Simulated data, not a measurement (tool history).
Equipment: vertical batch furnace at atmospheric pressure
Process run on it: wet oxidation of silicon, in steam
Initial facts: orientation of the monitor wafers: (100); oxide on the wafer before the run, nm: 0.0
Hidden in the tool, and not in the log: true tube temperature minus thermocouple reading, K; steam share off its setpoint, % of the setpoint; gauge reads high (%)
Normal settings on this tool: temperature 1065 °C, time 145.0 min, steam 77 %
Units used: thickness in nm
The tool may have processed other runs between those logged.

run,hour,temperature,time,steam,wafers since the last listed run,hours since the last temperature calibration,hours since the steam generator was serviced,hours since the gauge calibration,"read-back reference wafer on the same gauge, thickness",thickness
1,0.0,1065,145.0,77,0,2135.3,440.1,1118.5,759.67,803.67
2,111.0,1065,145.0,77,1670,2246.3,551.1,1229.5,760.49,800.69
3,180.4,1065,145.0,77,1044,2315.7,620.5,1298.9,760.46,798.16
4,241.7,1048,145.0,68,922,2377.0,681.8,1360.2,759.48,691.44
5,329.0,1048,145.0,68,1314,2464.3,769.1,1447.5,759.57,684.98
6,402.5,1051,145.0,69,1106,2537.8,842.6,1521.0,761.19,696.72
7,476.4,1051,145.0,69,1112,2611.7,916.5,1594.9,760.75,697.30
8,573.5,1065,145.0,77,1461,2708.8,1013.6,1692.0,760.78,791.41
# hour 607.8: gauge calibrated
9,616.2,1065,145.0,77,642,2751.5,1056.3,8.4,759.35,790.35
# hour 645.2: thermocouples replaced and temperature profile calibrated
10,670.4,1055,145.0,77,454,25.2,1110.5,62.6,760.16,753.45
11,725.8,1055,145.0,77,833,80.6,1165.9,118.0,759.43,757.90
12,824.0,1051,97.0,71,1478,178.8,1264.1,216.2,760.27,555.78
13,915.6,1073,126.5,84,1378,270.4,1355.7,307.8,759.87,779.36
14,981.1,1065,124.0,77,985,335.9,1421.2,373.3,759.70,712.45
# hour 1040.7: steam generator serviced
15,1041.2,1065,145.0,77,543,396.0,0.5,433.4,761.18,796.60
16,1219.6,1075,209.0,69,2685,574.4,178.9,611.8,759.23,956.25
17,1291.9,1065,210.5,77,1088,646.7,251.2,684.1,760.79,986.44
18,1360.0,1065,145.0,77,1025,714.8,319.3,752.2,760.87,793.11
19,1441.0,1074,145.0,69,1219,795.8,400.3,833.2,761.12,778.96
20,1499.6,1040,145.0,84,882,854.4,458.9,891.8,760.40,744.17
21,1540.1,1065,145.0,77,609,894.9,499.4,932.3,761.03,789.82
22,1637.1,1081,205.5,77,1460,991.9,596.4,1029.3,760.30,1024.48
23,1719.1,1054,185.0,77,1234,1073.9,678.4,1111.3,760.38,869.81

Branching from run 23: 3 alternative next runs. What would each branch give?
A,1724.4,1065,145.0,77,79,1079.2,683.7,1116.6,?,?
B,1724.4,1080,217.0,85,79,1079.2,683.7,1116.6,?,?
C,1724.4,1065,215.0,77,79,1079.2,683.7,1116.6,?,?

run,"read-back reference wafer on the same gauge, thickness",thickness
A,759.76,787.25
B,759.76,1099.97
C,759.76,980.95
The same runs, with their run-to-run variation unchanged, on a tool lacking any hidden condition would have given:
run,thickness
A,797.56
B,1113.80
C,993.53

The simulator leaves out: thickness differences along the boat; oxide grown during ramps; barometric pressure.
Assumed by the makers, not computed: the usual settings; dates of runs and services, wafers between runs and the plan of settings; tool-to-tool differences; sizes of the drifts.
